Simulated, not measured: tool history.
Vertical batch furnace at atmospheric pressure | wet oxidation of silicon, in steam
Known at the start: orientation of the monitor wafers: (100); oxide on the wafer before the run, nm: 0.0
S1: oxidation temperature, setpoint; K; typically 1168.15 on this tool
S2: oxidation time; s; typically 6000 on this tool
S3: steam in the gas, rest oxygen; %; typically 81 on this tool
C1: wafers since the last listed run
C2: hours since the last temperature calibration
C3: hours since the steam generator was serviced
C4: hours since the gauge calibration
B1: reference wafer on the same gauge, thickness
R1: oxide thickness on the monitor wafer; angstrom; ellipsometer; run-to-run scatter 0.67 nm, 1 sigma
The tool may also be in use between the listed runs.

{"run": 1, "hour": 0.0, "S1": 1168.15, "S2": 6000, "S3": 81, "C1": 0, "C2": 1732.2, "C3": 922.9, "C4": 244.6, "B1": 195.99, "R1": 1803.2}
{"run": 2, "hour": 60.0, "S1": 1168.15, "S2": 6000, "S3": 81, "C1": 939, "C2": 1792.2, "C3": 982.9, "C4": 304.6, "B1": 196.2, "R1": 1808.5}
{"run": 3, "hour": 138.3, "S1": 1168.15, "S2": 6000, "S3": 81, "C1": 1226, "C2": 1870.5, "C3": 1061.2, "C4": 382.9, "B1": 196.16, "R1": 1832.3}
{"run": 4, "hour": 218.9, "S1": 1168.15, "S2": 6000, "S3": 81, "C1": 1262, "C2": 1951.1, "C3": 1141.8, "C4": 463.5, "B1": 196.11, "R1": 1841.5}
{"run": 5, "hour": 285.0, "S1": 1168.15, "S2": 6000, "S3": 81, "C1": 1035, "C2": 2017.2, "C3": 1207.9, "C4": 529.6, "B1": 196.16, "R1": 1833.9}
{"run": 6, "hour": 338.9, "S1": 1168.15, "S2": 6000, "S3": 73, "C1": 844, "C2": 2071.1, "C3": 1261.8, "C4": 583.5, "B1": 195.84, "R1": 1680.9}
{"run": 7, "hour": 397.0, "S1": 1168.15, "S2": 6000, "S3": 73, "C1": 910, "C2": 2129.2, "C3": 1319.9, "C4": 641.6, "B1": 195.97, "R1": 1687.1}
{"run": 8, "hour": 482.1, "S1": 1168.15, "S2": 6000, "S3": 81, "C1": 1333, "C2": 2214.3, "C3": 1405.0, "C4": 726.7, "B1": 196.01, "R1": 1841.9}
{"hour": 523.6, "done": "thermocouples replaced and temperature profile calibrated"}
{"run": 9, "hour": 545.1, "S1": 1168.15, "S2": 6000, "S3": 81, "C1": 610, "C2": 21.5, "C3": 1468.0, "C4": 789.7, "B1": 196.19, "R1": 1747.7}
{"hour": 547.8, "done": "gauge calibrated"}
{"run": 10, "hour": 652.1, "S1": 1168.15, "S2": 6000, "S3": 81, "C1": 1676, "C2": 128.5, "C3": 1575.0, "C4": 104.3, "B1": 196.14, "R1": 1760.4}
{"run": 11, "hour": 714.7, "S1": 1168.15, "S2": 6000, "S3": 81, "C1": 980, "C2": 191.1, "C3": 1637.6, "C4": 166.9, "B1": 196.04, "R1": 1756.8}

Run 12 has not been measured yet. What should we expect?
{"run": 12, "hour": 809.5, "S1": 1190.15, "S2": 4530, "S3": 75, "C1": 1484, "C2": 285.9, "C3": 1732.4, "C4": 261.7, "B1": "?", "R1": "?"}

{"run 12": {"B1": 195.82, "R1": 1710.5}}
If the tool had no hidden condition, the same run with the same run-to-run variation would have returned R1 1705.9 angstrom.
